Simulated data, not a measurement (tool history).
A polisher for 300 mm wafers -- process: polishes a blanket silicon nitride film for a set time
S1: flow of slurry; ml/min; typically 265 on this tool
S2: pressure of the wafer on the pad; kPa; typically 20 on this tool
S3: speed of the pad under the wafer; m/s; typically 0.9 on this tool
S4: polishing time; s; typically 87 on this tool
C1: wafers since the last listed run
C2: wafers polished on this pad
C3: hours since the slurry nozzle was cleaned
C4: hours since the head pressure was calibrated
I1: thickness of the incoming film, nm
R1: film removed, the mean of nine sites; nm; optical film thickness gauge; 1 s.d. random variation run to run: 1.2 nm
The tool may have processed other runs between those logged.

run    hour   S1    S2    S3   S4    C1    C2     C3     C4     I1     R1
  1       0  265    20   0.9   87     0  1443    275  198.8  679.8  122.1
  2   315.9  265    20  1.04   87  2090  3534  590.9  514.7  679.1  132.7
        399  -- worn pad replaced by a new one
  3   399.5  265    20   0.9  108   526     3  674.5  598.3  668.9  147.1
  4   490.7  265    20   0.9  108   603   606  765.7  689.5  671.6  145.1
      525.1  -- slurry nozzle cleaned
      673.5  -- head pressure recalibrated
  5   763.4  265    20   0.9   87  1784  2391  238.3   89.9  668.4  122.4
  6   807.1  265    20  0.66   87   289  2680    282  133.6  682.6   97.8
  7   869.2  265    20  0.66   87   410  3091  344.1  195.7  671.4   99.9
  8   931.1  265    20   0.9   87   409  3501    406  257.6  669.1  122.1
      980.1  -- worn pad replaced by a new one
  9  1077.8  265    20   0.9   87   944   646  552.7  404.3  672.7  118.9
 10  1142.5  265    20   0.9   87   428  1074  617.4    469  676.3  121.5
 11  1184.2  295    20   0.9   71   275  1350  659.1  510.7    666   98.7
 12  1271.8  295    20   0.9   71   579  1930  746.7  598.3  668.8   97.1
 13  1343.1  295    20   0.9   71   471  2402    818  669.6  670.1   96.5
     1386.1  -- slurry nozzle cleaned
 14  1392.2  190    20   0.9   87   318  2720    6.1  718.7    668  115.9
 15  1484.2  285  17.2   0.9   87   608  3329   98.1  810.7  675.2  107.8
 16  1534.7  285  17.2   0.9   87   334  3663  148.6  861.2  674.7  106.6
     1545.3  -- head pressure recalibrated
     1570.2  -- worn pad replaced by a new one
 17  1575.1  265    20   0.9   87   227    32    189   29.8  675.9    122
 18  1616.3  315  24.1   0.9  106   272   305  230.2     71  678.6  177.3
 19  1700.4  205  17.2   0.9   87   556   861  314.3  155.1  659.1  102.8
 20  1800.8  325  13.8  0.72  107   664  1526  414.7  255.5    679   95.4
 21  1881.5  195  17.9   0.8   97   534  2060  495.4  336.2  671.4  108.4
 22  1978.4  265    20   0.9   87   641  2701  592.3  433.1  677.7  117.2
 23  2080.8  340    20  0.68   87   677  3379  694.7  535.5  672.3  101.5
 24  2122.3  295    20   0.9   87   274  3653  736.2    577  663.9    116
     2159.3  -- worn pad replaced by a new one
     2198.6  -- slurry nozzle cleaned
 25  2208.1  265    20   0.9  106   534   316    9.5  662.8    658  149.6
       2241  -- head pressure recalibrated
 26  2296.6  265  16.5   0.9   87   572   888     98   55.6  672.3  104.2
 27  2385.1  265    20   0.9   87   585  1474  186.5  144.1  671.3  122.8
 28  2421.5  265    20  0.68   87   240  1715  222.9  180.5  663.4  101.6
 29  2491.2  265    20   0.9   87   461  2176  292.6  250.2  664.8  122.8
 30    2564  295    20     1   87   481  2658  365.4    323  673.7  135.9
 31  2620.1  300  13.8   0.9   95   371  3029  421.5  379.1  669.3   97.6
     2664.3  -- worn pad replaced by a new one
 32  2722.2  265    20   0.9   76   649   383  523.6  481.2  665.2  107.1
 33    2772  265    20   0.9   87   329   712  573.4    531    673  120.2

State the hidden condition of the tool at each of the runs:
removal rate lost through wear of the pad, %: 0 across all the runs
deviation of the head's pressure from its setpoint, %: 0 across all the runs
H1: slurry flow missing at the pad, %
run    H1
  1  4.35
  2  18.1
  3  23.4
  4    30
  5  4.48
  6  5.62
  7  7.57
  8   9.9
  9    17
 10  20.8
 11  23.4
 12  29.6
 13  35.2
 14  6.71
 15  7.19
 16  7.82
 17   8.5
 18  9.37
 19  11.7
 20  15.3
 21    19
 22  24.3
 23  30.9
 24  33.9
 25  1.78
 26  2.26
 27  3.53
 28  4.27
 29  6.08
 30  8.49
 31  10.7
 32  15.5
 33  18.3
